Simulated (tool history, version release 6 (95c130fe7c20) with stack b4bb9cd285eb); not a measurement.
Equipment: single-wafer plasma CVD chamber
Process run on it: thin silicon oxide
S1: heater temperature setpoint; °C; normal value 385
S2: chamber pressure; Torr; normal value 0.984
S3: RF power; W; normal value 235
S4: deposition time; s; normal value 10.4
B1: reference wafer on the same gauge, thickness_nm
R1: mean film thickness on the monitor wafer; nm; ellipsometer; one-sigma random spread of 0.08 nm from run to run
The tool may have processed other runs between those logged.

Run 1, hour 0: usual settings; B1 23.006. Result: R1 20.229 nm.
Run 2, hour 50.2: usual settings but S2 1.094 Torr, S4 11.6 s; B1 22.993. Result: R1 24.508 nm.
Run 3, hour 290.4: usual settings but S2 1.094 Torr, S4 11.6 s; B1 23.007. Result: R1 24.348 nm.
Run 4, hour 370: usual settings but S2 1.094 Torr, S4 11.6 s; B1 23.022. Result: R1 24.339 nm.
Run 5, hour 455: usual settings; B1 23.005. Result: R1 20.263 nm.
Run 6, hour 511.6: usual settings; B1 23.019. Result: R1 20.112 nm.
Run 7, hour 590.7: usual settings; B1 23.003. Result: R1 20.292 nm.
Run 8, hour 656.1: usual settings but S3 265 W, S4 11.3 s; B1 22.98. Result: R1 22.853 nm.
Run 9, hour 756.2: usual settings but S3 265 W, S4 11.3 s; B1 22.99. Result: R1 22.818 nm.
Run 10, hour 814.2: usual settings but S3 265 W, S4 11.3 s; B1 23.009. Result: R1 22.837 nm.
At hour 860.2: RF generator calibrated.
At hour 870.5: capacitance manometer re-zeroed and calibrated.
Run 11, hour 871: usual settings but S4 9.8 s; B1 23.016. Result: R1 19.538 nm.
Run 12, hour 941: usual settings but S2 0.897 Torr; B1 22.994. Result: R1 18.886 nm.
Run 13, hour 988.4: usual settings but S1 375 °C; B1 22.991. Result: R1 20.671 nm.
At hour 1034.4: gauge calibrated.
Run 14, hour 1095.2: usual settings but S1 397 °C, S4 11.4 s; B1 22.996. Result: R1 22.231 nm.
At hour 1345: thermocouple changed; heater temperature recalibrated.
Run 15, hour 1346.9: usual settings but S1 373 °C, S2 1.147 Torr; B1 22.99. Result: R1 22.903 nm.

Run 16 has not been measured yet. What should we expect?
Run 16, hour 1418.9: usual settings but S1 391 °C, S2 0.917 Torr, S3 220 W, S4 8.8 s; B1 ?. Result: R1 ?.

{"run 16": {"B1": 23, "R1": 15.681}}
Take away the tool's hidden state, keep the run-to-run variation as it was, and the same run would have given R1 16.012 nm.

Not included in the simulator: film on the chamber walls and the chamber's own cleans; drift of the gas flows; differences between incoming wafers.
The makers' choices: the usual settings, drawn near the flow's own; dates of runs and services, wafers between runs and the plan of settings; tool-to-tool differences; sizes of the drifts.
